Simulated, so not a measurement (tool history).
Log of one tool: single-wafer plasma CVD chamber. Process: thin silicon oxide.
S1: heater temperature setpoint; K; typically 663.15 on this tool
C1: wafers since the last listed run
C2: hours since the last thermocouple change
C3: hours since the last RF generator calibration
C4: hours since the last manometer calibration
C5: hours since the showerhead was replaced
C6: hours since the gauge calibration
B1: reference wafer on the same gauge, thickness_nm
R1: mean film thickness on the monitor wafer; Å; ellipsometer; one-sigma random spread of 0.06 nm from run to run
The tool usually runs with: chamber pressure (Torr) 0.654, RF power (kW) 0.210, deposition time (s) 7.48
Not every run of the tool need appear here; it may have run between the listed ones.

Run 1, day 0.000: usual settings but deposition time (s) 7.96; C1 0; C2 736.6; C3 526.0; C4 521.3; C5 7619.7; C6 550.5; B1 9.892. Result: R1 112.88 Å.
Run 2, day 2.942: usual settings; C1 1486; C2 807.2; C3 596.6; C4 591.9; C5 7690.3; C6 621.1; B1 9.909. Result: R1 106.13 Å.
Run 3, day 5.429: usual settings; C1 1257; C2 866.9; C3 656.3; C4 651.6; C5 7750.0; C6 680.8; B1 9.887. Result: R1 106.30 Å.
Run 4, day 7.154: usual settings but RF power (kW) 0.190; C1 871; C2 908.3; C3 697.7; C4 693.0; C5 7791.4; C6 722.2; B1 9.914. Result: R1 102.82 Å.
Run 5, day 10.867: usual settings but RF power (kW) 0.190; C1 1876; C2 997.4; C3 786.8; C4 782.1; C5 7880.5; C6 811.3; B1 9.906. Result: R1 102.01 Å.
Run 6, day 13.783: usual settings but RF power (kW) 0.190; C1 1474; C2 1067.4; C3 856.8; C4 852.1; C5 7950.5; C6 881.3; B1 9.915. Result: R1 103.68 Å.
Run 7, day 15.550: usual settings; C1 893; C2 1109.8; C3 899.2; C4 894.5; C5 7992.9; C6 923.7; B1 9.892. Result: R1 106.77 Å.
At day 17.225: RF generator calibrated.
At day 18.300: thermocouple changed; heater temperature recalibrated.
Run 8, day 19.046: usual settings; C1 1430; C2 17.9; C3 43.7; C4 978.4; C5 8076.8; C6 1007.6; B1 9.878. Result: R1 106.29 Å.
At day 20.608: capacitance manometer re-zeroed and calibrated.
Run 9, day 22.292: usual settings but S1 676.15 K, chamber pressure (Torr) 0.531, RF power (kW) 0.185, deposition time (s) 8.81; C1 1472; C2 95.8; C3 121.6; C4 40.4; C5 8154.7; C6 1085.5; B1 9.900. Result: R1 103.63 Å.
At day 23.612: showerhead replaced.
At day 25.083: gauge calibrated.
Run 10, day 26.521: usual settings but S1 651.15 K, chamber pressure (Torr) 0.772, RF power (kW) 0.185, deposition time (s) 8.92; C1 1969; C2 197.3; C3 223.1; C4 141.9; C5 69.8; C6 34.5; B1 9.887. Result: R1 145.00 Å.
Run 11, day 30.712: usual settings; C1 2118; C2 297.9; C3 323.7; C4 242.5; C5 170.4; C6 135.1; B1 9.884. Result: R1 111.62 Å.
At day 32.692: capacitance manometer re-zeroed and calibrated, repeated, since the last time left the tool worse.
Run 12, day 34.079: usual settings but S1 670.15 K, RF power (kW) 0.230; C1 1533; C2 378.7; C3 404.5; C4 33.3; C5 251.2; C6 215.9; B1 9.916. Result: R1 105.36 Å.
Run 13, day 41.038: usual settings; C1 3517; C2 545.7; C3 571.5; C4 200.3; C5 418.2; C6 382.9; B1 9.878. Result: R1 105.78 Å.
Run 14, day 43.104: usual settings but chamber pressure (Torr) 0.574, deposition time (s) 6.02; C1 1044; C2 595.3; C3 621.1; C4 249.9; C5 467.8; C6 432.5; B1 9.899. Result: R1 76.78 Å.
Run 15, day 44.667: usual settings but RF power (kW) 0.230, deposition time (s) 8.83; C1 789; C2 632.8; C3 658.6; C4 287.4; C5 505.3; C6 470.0; B1 9.897. Result: R1 126.77 Å.
Run 16, day 48.900: usual settings but chamber pressure (Torr) 0.752, deposition time (s) 8.58; C1 2139; C2 734.4; C3 760.2; C4 389.0; C5 606.9; C6 571.6; B1 9.902. Result: R1 135.90 Å.

Here are 5 independent what-if runs from the current tool condition. What would each one return?
Run A, day 48.917: usual settings; C1 8; C2 734.8; C3 760.6; C4 389.4; C5 607.3; C6 572.0; B1 ?. Result: R1 ?.
Run B, day 48.917: usual settings but S1 668.15 K; C1 8; C2 734.8; C3 760.6; C4 389.4; C5 607.3; C6 572.0; B1 ?. Result: R1 ?.
Run C, day 48.917: usual settings but S1 671.15 K, chamber pressure (Torr) 0.784, RF power (kW) 0.250, deposition time (s) 8.00; C1 8; C2 734.8; C3 760.6; C4 389.4; C5 607.3; C6 572.0; B1 ?. Result: R1 ?.
Run D, day 48.917: usual settings but chamber pressure (Torr) 0.539, RF power (kW) 0.235; C1 8; C2 734.8; C3 760.6; C4 389.4; C5 607.3; C6 572.0; B1 ?. Result: R1 ?.
Run E, day 48.917: usual settings but chamber pressure (Torr) 0.559; C1 8; C2 734.8; C3 760.6; C4 389.4; C5 607.3; C6 572.0; B1 ?. Result: R1 ?.

run     B1      R1
  A  9.889  106.89
  B  9.889  106.51
  C  9.889  139.05
  D  9.889   94.32
  E  9.889   93.82
Stripped of hidden state, with their random variation kept, the same runs would have yielded:
run      R1
  A  103.46
  B  103.09
  C  135.10
  D   91.21
  E   90.80
